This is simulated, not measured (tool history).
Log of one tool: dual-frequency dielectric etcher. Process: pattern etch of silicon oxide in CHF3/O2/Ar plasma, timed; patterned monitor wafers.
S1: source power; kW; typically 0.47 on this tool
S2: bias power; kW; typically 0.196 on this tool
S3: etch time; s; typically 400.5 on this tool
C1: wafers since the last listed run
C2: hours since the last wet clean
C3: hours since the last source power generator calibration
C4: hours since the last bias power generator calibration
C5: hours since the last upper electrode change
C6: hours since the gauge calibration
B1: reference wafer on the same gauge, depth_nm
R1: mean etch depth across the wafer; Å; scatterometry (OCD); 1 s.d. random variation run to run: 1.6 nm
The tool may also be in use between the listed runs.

| run | hour | S1 | S2 | S3 | C1 | C2 | C3 | C4 | C5 | C6 | B1 | R1 |
|---|---|---|---|---|---|---|---|---|---|---|---|---|
| 1 | 0 | 0.47 | 0.196 | 400.5 | 0 | 375.2 | 3159.5 | 2319.3 | 4555 | 139.9 | 742.3 | 7070 |
| 2 | 14.4 | 0.47 | 0.196 | 400.5 | 51 | 389.6 | 3173.9 | 2333.7 | 4569.4 | 154.3 | 742.1 | 7104 |
| 3 | 27.4 | 0.47 | 0.196 | 441.5 | 46 | 402.6 | 3186.9 | 2346.7 | 4582.4 | 167.3 | 742.2 | 7809 |
|  | 52.6 | wet clean of the chamber |
| 4 | 57.7 | 0.47 | 0.196 | 400.5 | 22 | 5.1 | 3217.2 | 2377 | 4612.7 | 197.6 | 742.3 | 7181 |
| 5 | 74.3 | 0.47 | 0.196 | 400.5 | 59 | 21.7 | 3233.8 | 2393.6 | 4629.3 | 214.2 | 741.3 | 7127 |
| 6 | 90.8 | 0.47 | 0.196 | 400.5 | 58 | 38.2 | 3250.3 | 2410.1 | 4645.8 | 230.7 | 741.7 | 7153 |
| 7 | 114.7 | 0.47 | 0.196 | 400.5 | 84 | 62.1 | 3274.2 | 2434 | 4669.7 | 254.6 | 742.1 | 7166 |
| 8 | 131.2 | 0.47 | 0.196 | 400.5 | 58 | 78.6 | 3290.7 | 2450.5 | 4686.2 | 271.1 | 741.7 | 7112 |
| 9 | 162.2 | 0.47 | 0.196 | 345.5 | 110 | 109.6 | 3321.7 | 2481.5 | 4717.2 | 302.1 | 741.3 | 6134 |
| 10 | 179.1 | 0.47 | 0.196 | 345.5 | 60 | 126.5 | 3338.6 | 2498.4 | 4734.1 | 319 | 741.6 | 6142 |
| 11 | 203.1 | 0.47 | 0.231 | 400.5 | 85 | 150.5 | 3362.6 | 2522.4 | 4758.1 | 343 | 741.8 | 7406 |
|  | 239.9 | upper electrode replaced, of another model than before |
| 12 | 240.4 | 0.47 | 0.231 | 400.5 | 47 | 187.8 | 3399.9 | 2559.7 | 0.5 | 380.3 | 742.1 | 7513 |
| 13 | 248.1 | 0.47 | 0.231 | 400.5 | 27 | 195.5 | 3407.6 | 2567.4 | 8.2 | 388 | 741.9 | 7540 |
| 14 | 272 | 0.47 | 0.184 | 400.5 | 84 | 219.4 | 3431.5 | 2591.3 | 32.1 | 411.9 | 741.7 | 6930 |
| 15 | 286.4 | 0.53 | 0.168 | 510.5 | 51 | 233.8 | 3445.9 | 2605.7 | 46.5 | 426.3 | 742 | 9397 |
| 16 | 325 | 0.43 | 0.196 | 504 | 137 | 272.4 | 3484.5 | 2644.3 | 85.1 | 464.9 | 742.1 | 8253 |
| 17 | 338.1 | 0.47 | 0.231 | 400.5 | 46 | 285.5 | 3497.6 | 2657.4 | 98.2 | 478 | 742.3 | 7500 |
|  | 357.6 | source power generator calibrated |
| 18 | 358.1 | 0.47 | 0.196 | 400.5 | 56 | 305.5 | 0.5 | 2677.4 | 118.2 | 498 | 742.3 | 7095 |
|  | 359.9 | gauge calibrated |
| 19 | 374.5 | 0.47 | 0.232 | 480 | 58 | 321.9 | 16.9 | 2693.8 | 134.6 | 14.6 | 742.2 | 8969 |
| 20 | 393.4 | 0.47 | 0.225 | 400.5 | 67 | 340.8 | 35.8 | 2712.7 | 153.5 | 33.5 | 742.2 | 7395 |
|  | 419.3 | bias power generator calibrated |
|  | 436.1 | wet clean of the chamber |
| 21 | 436.6 | 0.36 | 0.196 | 467.5 | 79 | 0.5 | 79 | 17.3 | 196.7 | 76.7 | 742.2 | 6475 |
| 22 | 437 | 0.52 | 0.244 | 362 | 1 | 0.9 | 79.4 | 17.7 | 197.1 | 77.1 | 741.7 | 7561 |
| 23 | 456.5 | 0.47 | 0.196 | 400.5 | 69 | 20.4 | 98.9 | 37.2 | 216.6 | 96.6 | 742.6 | 7140 |
| 24 | 473.5 | 0.42 | 0.196 | 353.5 | 60 | 37.4 | 115.9 | 54.2 | 233.6 | 113.6 | 741.8 | 5777 |
| 25 | 490.3 | 0.47 | 0.16 | 400.5 | 59 | 54.2 | 132.7 | 71 | 250.4 | 130.4 | 742.1 | 6697 |
| 26 | 516.7 | 0.42 | 0.196 | 355 | 93 | 80.6 | 159.1 | 97.4 | 276.8 | 156.8 | 742.2 | 5791 |
| 27 | 543.7 | 0.47 | 0.196 | 400.5 | 96 | 107.6 | 186.1 | 124.4 | 303.8 | 183.8 | 741.8 | 7142 |
| 28 | 557.9 | 0.38 | 0.228 | 445 | 50 | 121.8 | 200.3 | 138.6 | 318 | 198 | 742.2 | 6944 |

Forecast each of these 5 alternatives for the next run:
| A | 558.4 | 0.47 | 0.196 | 400.5 | 1 | 122.3 | 200.8 | 139.1 | 318.5 | 198.5 | ? | ? |
| B | 558.4 | 0.47 | 0.196 | 320 | 1 | 122.3 | 200.8 | 139.1 | 318.5 | 198.5 | ? | ? |
| C | 558.4 | 0.52 | 0.223 | 400.5 | 1 | 122.3 | 200.8 | 139.1 | 318.5 | 198.5 | ? | ? |
| D | 558.4 | 0.47 | 0.169 | 400.5 | 1 | 122.3 | 200.8 | 139.1 | 318.5 | 198.5 | ? | ? |
| E | 558.4 | 0.57 | 0.184 | 328.5 | 1 | 122.3 | 200.8 | 139.1 | 318.5 | 198.5 | ? | ? |

| run | B1 | R1 |
|---|---|---|
| A | 741.6 | 7146 |
| B | 741.6 | 5710 |
| C | 741.6 | 8054 |
| D | 741.6 | 6797 |
| E | 741.6 | 6591 |
With no hidden state in the tool, these same runs would have given:
| run | R1 |
|---|---|
| A | 7191 |
| B | 5745 |
| C | 8104 |
| D | 6839 |
| E | 6632 |
